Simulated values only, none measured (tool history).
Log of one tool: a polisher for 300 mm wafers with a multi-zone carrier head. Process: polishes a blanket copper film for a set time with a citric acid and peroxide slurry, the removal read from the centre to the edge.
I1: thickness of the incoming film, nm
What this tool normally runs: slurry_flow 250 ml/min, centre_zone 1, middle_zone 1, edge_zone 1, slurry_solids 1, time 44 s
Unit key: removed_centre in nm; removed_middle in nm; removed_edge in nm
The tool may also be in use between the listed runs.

{"run": 1, "hour": 0.0, "slurry_flow": 250, "centre_zone": 1, "middle_zone": 1, "edge_zone": 1, "slurry_solids": 1, "time": 54, "I1": 1014, "removed_centre": 123.6, "removed_middle": 126.1, "removed_edge": 121.8}
{"run": 2, "hour": 83.9, "slurry_flow": 250, "centre_zone": 1, "middle_zone": 1, "edge_zone": 1, "slurry_solids": 1, "time": 44, "I1": 1000.7, "removed_centre": 100.4, "removed_middle": 98, "removed_edge": 97.8}
{"run": 3, "hour": 133.7, "slurry_flow": 250, "centre_zone": 1, "middle_zone": 1, "edge_zone": 1, "slurry_solids": 1, "time": 44, "I1": 998.6, "removed_centre": 99.5, "removed_middle": 99, "removed_edge": 99.2}
{"hour": 170.4, "done": "worn pad replaced by a new one"}
{"run": 4, "hour": 213.9, "slurry_flow": 250, "centre_zone": 1, "middle_zone": 1, "edge_zone": 1, "slurry_solids": 1, "time": 44, "I1": 1001.6, "removed_centre": 99.7, "removed_middle": 100.5, "removed_edge": 99}
{"hour": 406.7, "done": "worn pad replaced by a new one"}
{"hour": 455.5, "done": "centre zone pressure recalibrated"}
{"run": 5, "hour": 471.9, "slurry_flow": 250, "centre_zone": 1, "middle_zone": 1, "edge_zone": 1, "slurry_solids": 1, "time": 44, "I1": 1017.6, "removed_centre": 98.1, "removed_middle": 96.5, "removed_edge": 97.4}
{"run": 6, "hour": 520.4, "slurry_flow": 250, "centre_zone": 1, "middle_zone": 1, "edge_zone": 1, "slurry_solids": 1, "time": 44, "I1": 995.1, "removed_centre": 98.6, "removed_middle": 100.6, "removed_edge": 96.6}
{"run": 7, "hour": 592.7, "slurry_flow": 250, "centre_zone": 1, "middle_zone": 1, "edge_zone": 1, "slurry_solids": 1, "time": 44, "I1": 985.1, "removed_centre": 97.2, "removed_middle": 95.1, "removed_edge": 97.4}
{"hour": 647.2, "done": "carrier head's membrane replaced by a new one"}
{"hour": 666.5, "done": "worn pad replaced by a new one"}
{"run": 8, "hour": 669.1, "slurry_flow": 250, "centre_zone": 1, "middle_zone": 1, "edge_zone": 1.05, "slurry_solids": 1, "time": 44, "I1": 1002, "removed_centre": 97.1, "removed_middle": 97.8, "removed_edge": 96.5}
{"run": 9, "hour": 756.8, "slurry_flow": 280, "centre_zone": 1, "middle_zone": 1.06, "edge_zone": 1, "slurry_solids": 1, "time": 34, "I1": 983.9, "removed_centre": 76.7, "removed_middle": 79.3, "removed_edge": 74.7}
{"hour": 783.0, "done": "slurry nozzle cleaned"}
{"run": 10, "hour": 800.1, "slurry_flow": 250, "centre_zone": 1, "middle_zone": 1, "edge_zone": 1, "slurry_solids": 1, "time": 31, "I1": 1000.7, "removed_centre": 64.5, "removed_middle": 63.8, "removed_edge": 66.6}
{"run": 11, "hour": 861.7, "slurry_flow": 250, "centre_zone": 1, "middle_zone": 1, "edge_zone": 1, "slurry_solids": 1, "time": 44, "I1": 986.7, "removed_centre": 91.2, "removed_middle": 93.1, "removed_edge": 93}
{"hour": 883.8, "done": "edge zone pressure recalibrated"}
{"hour": 901.4, "done": "worn pad replaced by a new one"}
{"run": 12, "hour": 920.7, "slurry_flow": 330, "centre_zone": 1, "middle_zone": 1, "edge_zone": 1, "slurry_solids": 1, "time": 44, "I1": 1014.1, "removed_centre": 97.7, "removed_middle": 92.9, "removed_edge": 95.1}
{"run": 13, "hour": 961.4, "slurry_flow": 250, "centre_zone": 1, "middle_zone": 1, "edge_zone": 1, "slurry_solids": 1, "time": 55, "I1": 1009.9, "removed_centre": 110.7, "removed_middle": 112, "removed_edge": 115}
{"hour": 1106.8, "done": "slurry nozzle cleaned, repeated, since the last time left the tool worse"}
{"hour": 1196.1, "done": "worn pad replaced by a new one"}
{"run": 14, "hour": 1241.4, "slurry_flow": 250, "centre_zone": 1.09, "middle_zone": 1, "edge_zone": 0.93, "slurry_solids": 1, "time": 55, "I1": 1022.1, "removed_centre": 132.4, "removed_middle": 125.8, "removed_edge": 122.6}
{"run": 15, "hour": 1306.0, "slurry_flow": 250, "centre_zone": 1, "middle_zone": 1, "edge_zone": 1, "slurry_solids": 1, "time": 44, "I1": 998.6, "removed_centre": 100.1, "removed_middle": 99.7, "removed_edge": 98.8}

Branching from run 15: 4 alternative next runs. What would each branch give?
{"run": "A", "hour": 1306.4, "slurry_flow": 250, "centre_zone": 1, "middle_zone": 0.93, "edge_zone": 1, "slurry_solids": 1, "time": 44, "I1": 996.8, "removed_centre": "?", "removed_middle": "?", "removed_edge": "?"}
{"run": "B", "hour": 1306.4, "slurry_flow": 250, "centre_zone": 1, "middle_zone": 1.07, "edge_zone": 1, "slurry_solids": 0.9, "time": 44, "I1": 996.8, "removed_centre": "?", "removed_middle": "?", "removed_edge": "?"}
{"run": "C", "hour": 1306.4, "slurry_flow": 250, "centre_zone": 1, "middle_zone": 1, "edge_zone": 1.12, "slurry_solids": 1, "time": 44, "I1": 996.8, "removed_centre": "?", "removed_middle": "?", "removed_edge": "?"}
{"run": "D", "hour": 1306.4, "slurry_flow": 210, "centre_zone": 1, "middle_zone": 1.07, "edge_zone": 1, "slurry_solids": 1, "time": 44, "I1": 996.8, "removed_centre": "?", "removed_middle": "?", "removed_edge": "?"}

run=A removed_centre=101.3 removed_middle=95.4 removed_edge=98.8
run=B removed_centre=99.4 removed_middle=103.9 removed_edge=96.7
run=C removed_centre=101.3 removed_middle=100.7 removed_edge=102.5
run=D removed_centre=98.6 removed_middle=103.4 removed_edge=96.8
Without the tool's unlogged condition, the same runs would have read:
run=A removed_centre=102.5 removed_middle=96.4 removed_edge=99.6
run=B removed_centre=100.6 removed_middle=105 removed_edge=97.5
run=C removed_centre=102.5 removed_middle=101.7 removed_edge=103.3
run=D removed_centre=100 removed_middle=104.7 removed_edge=97.7
